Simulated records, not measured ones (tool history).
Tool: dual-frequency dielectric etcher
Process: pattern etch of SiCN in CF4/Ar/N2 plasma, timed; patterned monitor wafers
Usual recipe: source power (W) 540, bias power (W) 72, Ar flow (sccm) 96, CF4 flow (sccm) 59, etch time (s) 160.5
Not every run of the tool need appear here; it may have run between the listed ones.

| run | hour | source power (W) | bias power (W) | Ar flow (sccm) | CF4 flow (sccm) | etch time (s) | wafers since the last listed run | hours since the last wet clean | hours since the last source power generator calibration | hours since the last bias power generator calibration | hours since the last Ar flow controller change | hours since the last CF4 flow controller change | hours since the last upper electrode change | hours since the gauge calibration | read-back reference wafer on the same gauge, depth_nm | mean etch depth across the wafer (nm) |
|---|---|---|---|---|---|---|---|---|---|---|---|---|---|---|---|---|
| 1 | 0 | 540 | 64 | 96 | 69 | 160.5 | 0 | 213.5 | 4192.4 | 1381.3 | 4999 | 4970.3 | 1656.1 | 525.5 | 145.7 | 156.2 |
| 2 | 46.9 | 540 | 64 | 96 | 69 | 160.5 | 301 | 260.4 | 4239.3 | 1428.2 | 5045.9 | 5017.2 | 1703 | 572.4 | 145.9 | 153.7 |
| 3 | 113.5 | 540 | 64 | 96 | 69 | 160.5 | 427 | 327 | 4305.9 | 1494.8 | 5112.5 | 5083.8 | 1769.6 | 639 | 146 | 154.1 |
|  | 224.1 | wet clean of the chamber |
| 4 | 224.6 | 540 | 72 | 96 | 59 | 160.5 | 559 | 0.5 | 4417 | 1605.9 | 5223.6 | 5194.9 | 1880.7 | 750.1 | 146 | 151.5 |
| 5 | 265.7 | 540 | 72 | 96 | 59 | 160.5 | 264 | 41.6 | 4458.1 | 1647 | 5264.7 | 5236 | 1921.8 | 791.2 | 146 | 150.5 |
| 6 | 293.5 | 540 | 72 | 96 | 59 | 160.5 | 178 | 69.4 | 4485.9 | 1674.8 | 5292.5 | 5263.8 | 1949.6 | 819 | 146.1 | 151.4 |
|  | 298 | source power generator calibrated |
|  | 334.5 | gauge calibrated |
| 7 | 359.7 | 540 | 72 | 96 | 59 | 160.5 | 399 | 135.6 | 61.7 | 1741 | 5358.7 | 5330 | 2015.8 | 25.2 | 146.3 | 149.9 |
|  | 384.5 | wet clean of the chamber, repeated, since the last time left the tool worse |
| 8 | 397.4 | 540 | 64 | 96 | 69 | 160.5 | 88 | 12.9 | 99.4 | 1778.7 | 5396.4 | 5367.7 | 2053.5 | 62.9 | 146.1 | 158.1 |
|  | 454 | bias power generator calibrated |
| 9 | 457.6 | 430 | 72 | 96 | 72 | 160.5 | 361 | 73.1 | 159.6 | 3.6 | 5456.6 | 5427.9 | 2113.7 | 123.1 | 145.8 | 137.9 |
|  | 468.7 | Ar flow controller replaced |
|  | 523.2 | CF4 flow controller replaced |
|  | 525.8 | upper electrode replaced |
| 10 | 526.3 | 540 | 88 | 96 | 59 | 191.5 | 347 | 141.8 | 228.3 | 72.3 | 57.6 | 3.1 | 0.5 | 191.8 | 146 | 201.9 |
| 11 | 563 | 540 | 81 | 105 | 59 | 160.5 | 235 | 178.5 | 265 | 109 | 94.3 | 39.8 | 37.2 | 228.5 | 146.1 | 160.5 |
| 12 | 632.4 | 540 | 72 | 111 | 59 | 143.5 | 445 | 247.9 | 334.4 | 178.4 | 163.7 | 109.2 | 106.6 | 297.9 | 146 | 134.6 |
| 13 | 700.3 | 540 | 80 | 88 | 59 | 160.5 | 436 | 315.8 | 402.3 | 246.3 | 231.6 | 177.1 | 174.5 | 365.8 | 145.9 | 163.6 |
| 14 | 737 | 540 | 72 | 96 | 59 | 160.5 | 235 | 352.5 | 439 | 283 | 268.3 | 213.8 | 211.2 | 402.5 | 146.1 | 152.7 |

Consider 3 possible next runs. They are alternatives, not a sequence: every one starts from the tool as it was left by run 14. What does each give?
| A | 737.5 | 540 | 72 | 110 | 59 | 160.5 | 3 | 353 | 439.5 | 283.5 | 268.8 | 214.3 | 211.7 | 403 | ? | ? |
| B | 737.5 | 450 | 72 | 96 | 59 | 160.5 | 3 | 353 | 439.5 | 283.5 | 268.8 | 214.3 | 211.7 | 403 | ? | ? |
| C | 737.5 | 540 | 72 | 78 | 59 | 160.5 | 3 | 353 | 439.5 | 283.5 | 268.8 | 214.3 | 211.7 | 403 | ? | ? |

| run | read-back reference wafer on the same gauge, depth_nm | mean etch depth across the wafer (nm) |
|---|---|---|
| A | 146.1 | 148.5 |
| B | 146.1 | 132.5 |
| C | 146.1 | 159 |
Without the tool's unlogged condition, the same runs would have read:
| run | mean etch depth across the wafer (nm) |
|---|---|
| A | 153.9 |
| B | 137.3 |
| C | 164.8 |
